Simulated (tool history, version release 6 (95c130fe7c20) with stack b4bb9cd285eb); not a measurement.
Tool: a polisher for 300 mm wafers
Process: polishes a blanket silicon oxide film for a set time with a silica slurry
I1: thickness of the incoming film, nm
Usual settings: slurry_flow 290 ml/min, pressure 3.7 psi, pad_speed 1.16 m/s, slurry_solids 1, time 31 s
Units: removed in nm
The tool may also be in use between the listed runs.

{"run": 1, "hour": 0.0, "slurry_flow": 355, "pressure": 3.7, "pad_speed": 1.16, "slurry_solids": 1, "time": 28, "I1": 1672.9, "removed": 74.2}
{"run": 2, "hour": 35.6, "slurry_flow": 290, "pressure": 3.7, "pad_speed": 1.16, "slurry_solids": 1, "time": 31, "I1": 1637.9, "removed": 81.4}
{"hour": 64.3, "done": "worn pad replaced by a new one"}
{"run": 3, "hour": 66.5, "slurry_flow": 290, "pressure": 3.7, "pad_speed": 1.16, "slurry_solids": 1, "time": 31, "I1": 1658.6, "removed": 81.4}
{"hour": 88.0, "done": "conditioning disc replaced and pad reconditioned"}
{"hour": 95.1, "done": "slurry blender recalibrated"}
{"run": 4, "hour": 96.2, "slurry_flow": 290, "pressure": 3.7, "pad_speed": 1.16, "slurry_solids": 1, "time": 31, "I1": 1660.9, "removed": 80.3}
{"run": 5, "hour": 130.6, "slurry_flow": 290, "pressure": 3.7, "pad_speed": 1.16, "slurry_solids": 1, "time": 31, "I1": 1658, "removed": 80.7}
{"hour": 187.3, "done": "head pressure recalibrated"}
{"run": 6, "hour": 187.8, "slurry_flow": 230, "pressure": 3.7, "pad_speed": 1.16, "slurry_solids": 0.8, "time": 31, "I1": 1658.3, "removed": 70.5}
{"run": 7, "hour": 253.8, "slurry_flow": 230, "pressure": 3.7, "pad_speed": 1.16, "slurry_solids": 0.8, "time": 31, "I1": 1658.5, "removed": 70.1}
{"run": 8, "hour": 324.8, "slurry_flow": 230, "pressure": 3.7, "pad_speed": 1.16, "slurry_solids": 0.8, "time": 31, "I1": 1690.6, "removed": 69.9}
{"hour": 357.4, "done": "slurry nozzle cleaned"}
{"run": 9, "hour": 441.4, "slurry_flow": 290, "pressure": 3.7, "pad_speed": 1.16, "slurry_solids": 1, "time": 31, "I1": 1648.5, "removed": 80.9}
{"run": 10, "hour": 471.5, "slurry_flow": 335, "pressure": 3.7, "pad_speed": 1.16, "slurry_solids": 1, "time": 31, "I1": 1630.5, "removed": 81.3}
{"hour": 477.4, "done": "worn pad replaced by a new one"}
{"hour": 512.4, "done": "conditioning disc replaced and pad reconditioned"}
{"run": 11, "hour": 537.4, "slurry_flow": 290, "pressure": 3.7, "pad_speed": 1.16, "slurry_solids": 1, "time": 31, "I1": 1663.1, "removed": 80.3}
{"hour": 559.9, "done": "slurry blender recalibrated"}
{"run": 12, "hour": 691.5, "slurry_flow": 225, "pressure": 3.7, "pad_speed": 1.28, "slurry_solids": 1, "time": 31, "I1": 1647.9, "removed": 84}
{"hour": 742.7, "done": "slurry nozzle cleaned"}
{"hour": 857.2, "done": "worn pad replaced by a new one"}
{"run": 13, "hour": 881.5, "slurry_flow": 290, "pressure": 3.7, "pad_speed": 1.16, "slurry_solids": 1, "time": 31, "I1": 1673.1, "removed": 81.4}
{"hour": 909.4, "done": "conditioning disc replaced and pad reconditioned"}
{"run": 14, "hour": 917.5, "slurry_flow": 290, "pressure": 3.7, "pad_speed": 1.16, "slurry_solids": 1, "time": 41, "I1": 1656.5, "removed": 105.9}
{"run": 15, "hour": 970.4, "slurry_flow": 290, "pressure": 3.7, "pad_speed": 1.16, "slurry_solids": 0.8, "time": 31, "I1": 1684.9, "removed": 71.7}
{"hour": 1009.9, "done": "slurry blender recalibrated"}
{"run": 16, "hour": 1016.1, "slurry_flow": 200, "pressure": 3, "pad_speed": 1.32, "slurry_solids": 1, "time": 26, "I1": 1648.2, "removed": 58.9}
{"run": 17, "hour": 1068.4, "slurry_flow": 290, "pressure": 5, "pad_speed": 1.16, "slurry_solids": 1, "time": 31, "I1": 1665.7, "removed": 106.2}
{"run": 18, "hour": 1123.6, "slurry_flow": 290, "pressure": 3.7, "pad_speed": 1.16, "slurry_solids": 1, "time": 31, "I1": 1677.2, "removed": 79.1}
{"hour": 1129.7, "done": "slurry nozzle cleaned"}
{"run": 19, "hour": 1184.3, "slurry_flow": 290, "pressure": 3.7, "pad_speed": 1.16, "slurry_solids": 1, "time": 31, "I1": 1630.5, "removed": 81.4}
{"run": 20, "hour": 1255.8, "slurry_flow": 290, "pressure": 4.5, "pad_speed": 1.16, "slurry_solids": 1, "time": 35, "I1": 1685.3, "removed": 110.6}
{"hour": 1276.6, "done": "head pressure recalibrated"}
{"hour": 1318.7, "done": "worn pad replaced by a new one"}
{"run": 21, "hour": 1319.2, "slurry_flow": 210, "pressure": 3.7, "pad_speed": 1.32, "slurry_solids": 1, "time": 31, "I1": 1664.7, "removed": 85.3}
{"run": 22, "hour": 1357.3, "slurry_flow": 290, "pressure": 3.7, "pad_speed": 1.16, "slurry_solids": 1, "time": 38, "I1": 1683.1, "removed": 98}
{"hour": 1419.3, "done": "conditioning disc replaced and pad reconditioned"}
{"run": 23, "hour": 1420.0, "slurry_flow": 290, "pressure": 2.8, "pad_speed": 0.86, "slurry_solids": 0.75, "time": 36, "I1": 1634.3, "removed": 47.3}
{"hour": 1448.6, "done": "slurry blender recalibrated"}
{"run": 24, "hour": 1486.9, "slurry_flow": 350, "pressure": 3.1, "pad_speed": 1.16, "slurry_solids": 1.25, "time": 31, "I1": 1663.6, "removed": 73.2}

The same runs without the tool's hidden state, with the same run-to-run variation:
The hidden state here: removal rate lost through wear of the pad, %; slurry flow missing at the pad, %; deviation of the head's pressure from its setpoint, %; abrasive missing from the slurry, %; time polished since the conditioner stopped cutting, s.
run=1 removed=74.4
run=2 removed=81.8
run=3 removed=82
run=4 removed=81
run=5 removed=81.6
run=6 removed=71.7
run=7 removed=71.7
run=8 removed=72
run=9 removed=81.3
run=10 removed=81.9
run=11 removed=81.2
run=12 removed=86.3
run=13 removed=82.1
run=14 removed=107.2
run=15 removed=72.8
run=16 removed=60.2
run=17 removed=108.7
run=18 removed=81.3
run=19 removed=81.9
run=20 removed=111.7
run=21 removed=86.8
run=22 removed=99.7
run=23 removed=48.4
run=24 removed=75.1
